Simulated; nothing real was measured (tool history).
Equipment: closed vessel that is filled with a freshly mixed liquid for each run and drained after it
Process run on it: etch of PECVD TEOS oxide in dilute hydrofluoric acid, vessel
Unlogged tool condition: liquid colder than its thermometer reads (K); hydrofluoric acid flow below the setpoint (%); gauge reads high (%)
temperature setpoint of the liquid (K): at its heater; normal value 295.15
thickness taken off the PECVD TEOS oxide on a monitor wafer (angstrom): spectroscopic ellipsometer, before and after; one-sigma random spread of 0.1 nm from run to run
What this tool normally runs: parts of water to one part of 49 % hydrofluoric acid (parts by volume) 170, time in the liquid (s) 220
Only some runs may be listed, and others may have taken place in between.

run	hour	temperature setpoint of the liquid (K)	parts of water to one part of 49 % hydrofluoric acid (parts by volume)	time in the liquid (s)	wafers since the last listed run	hours since the thermometer was replaced	hours since the hydrofluoric acid flow meter was replaced	hours since the gauge calibration	read-back film thickness of the PECVD TEOS oxide reference wafer, read on the same gauge (nm)	thickness taken off the PECVD TEOS oxide on a monitor wafer (angstrom)
1	0.0	295.15	130	220	0	312.6	172.7	1187.0	114.61	167.1
2	77.8	295.15	130	220	5495	390.4	250.5	1264.8	114.83	167.1
3	144.7	295.15	170	220	4725	457.3	317.4	1331.7	115.09	121.6
# hour 217.2: thermometer replaced
4	224.5	295.15	170	220	5566	7.3	397.2	1411.5	115.29	125.0
5	264.8	295.15	170	220	2846	47.6	437.5	1451.8	115.46	122.8
6	315.8	295.15	170	220	3602	98.6	488.5	1502.8	115.63	125.0
7	382.6	295.15	170	220	4718	165.4	555.3	1569.6	115.84	123.9
8	451.5	295.15	170	220	4866	234.3	624.2	1638.5	116.06	125.2
9	511.6	295.15	170	220	4245	294.4	684.3	1698.6	116.29	124.1
10	578.8	293.65	170	220	4746	361.6	751.5	1765.8	116.50	117.9
11	673.0	293.65	170	220	6654	455.8	845.7	1860.0	116.82	118.1
# hour 720.3: thermometer replaced
12	722.0	295.15	170	145	3390	1.7	894.7	1909.0	116.98	82.8
13	776.0	295.15	170	145	3814	55.7	948.7	1963.0	117.14	82.5
14	854.3	295.15	170	220	5530	134.0	1027.0	2041.3	117.42	126.8
15	896.4	295.15	170	220	2973	176.1	1069.1	2083.4	117.58	125.8
16	977.5	295.15	170	320	5728	257.2	1150.2	2164.5	117.85	183.7
17	1045.7	295.15	110	220	4817	325.4	1218.4	2232.7	118.08	208.9
# hour 1058.0: gauge calibrated
# hour 1213.8: thermometer replaced
18	1268.8	292.15	225	285	15688	55.0	1441.5	210.8	111.69	99.7
19	1359.8	296.65	210	220	6427	146.0	1532.5	301.8	112.01	99.3

The next listed run, before its measurement:
20	1416.6	295.15	230	220	4012	202.8	1589.3	358.6	?	?

read-back film thickness of the PECVD TEOS oxide reference wafer, read on the same gauge (nm): 112.16
thickness taken off the PECVD TEOS oxide on a monitor wafer (angstrom): 83.8
On a tool with no hidden condition, and with the same random variation, this run would have come out at thickness taken off the PECVD TEOS oxide on a monitor wafer (angstrom) 82.2.
